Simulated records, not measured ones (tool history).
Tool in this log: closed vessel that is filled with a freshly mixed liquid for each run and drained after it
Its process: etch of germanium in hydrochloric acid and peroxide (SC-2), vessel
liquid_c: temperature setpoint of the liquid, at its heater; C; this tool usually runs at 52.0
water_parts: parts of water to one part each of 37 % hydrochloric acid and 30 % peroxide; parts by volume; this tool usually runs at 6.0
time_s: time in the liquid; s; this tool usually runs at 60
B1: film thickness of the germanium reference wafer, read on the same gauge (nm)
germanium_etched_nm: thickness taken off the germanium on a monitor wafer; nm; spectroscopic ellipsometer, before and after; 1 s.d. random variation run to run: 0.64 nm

run 1 hour=0.0 | liquid_c=52.0 water_parts=6.0 time_s=40 | B1=69.98 | germanium_etched_nm=74.73
run 2 hour=28.1 | liquid_c=44.0 water_parts=6.0 time_s=85 | B1=69.99 | germanium_etched_nm=123.31
run 3 hour=112.2 | liquid_c=52.0 water_parts=6.0 time_s=60 | B1=70.00 | germanium_etched_nm=111.76
run 4 hour=156.0 | liquid_c=52.0 water_parts=6.0 time_s=60 | B1=69.98 | germanium_etched_nm=112.72
run 5 hour=180.4 | liquid_c=52.0 water_parts=7.5 time_s=60 | B1=70.04 | germanium_etched_nm=110.81
run 6 hour=205.0 | liquid_c=52.0 water_parts=7.5 time_s=60 | B1=70.03 | germanium_etched_nm=110.07
-- hour=244.1 new drum of peroxide connected
run 7 hour=247.3 | liquid_c=52.0 water_parts=6.0 time_s=60 | B1=69.98 | germanium_etched_nm=112.72
run 8 hour=420.3 | liquid_c=52.0 water_parts=6.0 time_s=60 | B1=70.02 | germanium_etched_nm=111.40
-- hour=426.9 thermometer replaced
run 9 hour=474.8 | liquid_c=52.0 water_parts=6.0 time_s=60 | B1=70.01 | germanium_etched_nm=111.65
-- hour=616.2 chemicals flow meter replaced
run 10 hour=623.5 | liquid_c=52.0 water_parts=6.0 time_s=60 | B1=70.05 | germanium_etched_nm=112.32
run 11 hour=814.8 | liquid_c=52.0 water_parts=4.0 time_s=60 | B1=69.99 | germanium_etched_nm=113.32
run 12 hour=854.4 | liquid_c=52.0 water_parts=4.0 time_s=60 | B1=70.03 | germanium_etched_nm=113.26
-- hour=855.7 new drum of peroxide connected
run 13 hour=886.4 | liquid_c=43.0 water_parts=6.0 time_s=60 | B1=70.05 | germanium_etched_nm=83.78
run 14 hour=920.2 | liquid_c=46.5 water_parts=4.0 time_s=90 | B1=69.98 | germanium_etched_nm=141.84
run 15 hour=989.8 | liquid_c=42.5 water_parts=7.0 time_s=75 | B1=69.99 | germanium_etched_nm=102.12
run 16 hour=1039.3 | liquid_c=52.0 water_parts=6.0 time_s=60 | B1=70.00 | germanium_etched_nm=112.74

Run 17 has not been measured yet. What should we expect?
-- hour=1049.2 gauge calibrated
run 17 hour=1092.7 | liquid_c=59.5 water_parts=4.0 time_s=30 | B1=? | germanium_etched_nm=?

B1: 70.00
germanium_etched_nm: 72.33 nm
Take away the tool's hidden state, keep the run-to-run variation as it was, and the same run would have given germanium_etched_nm 72.33 nm.
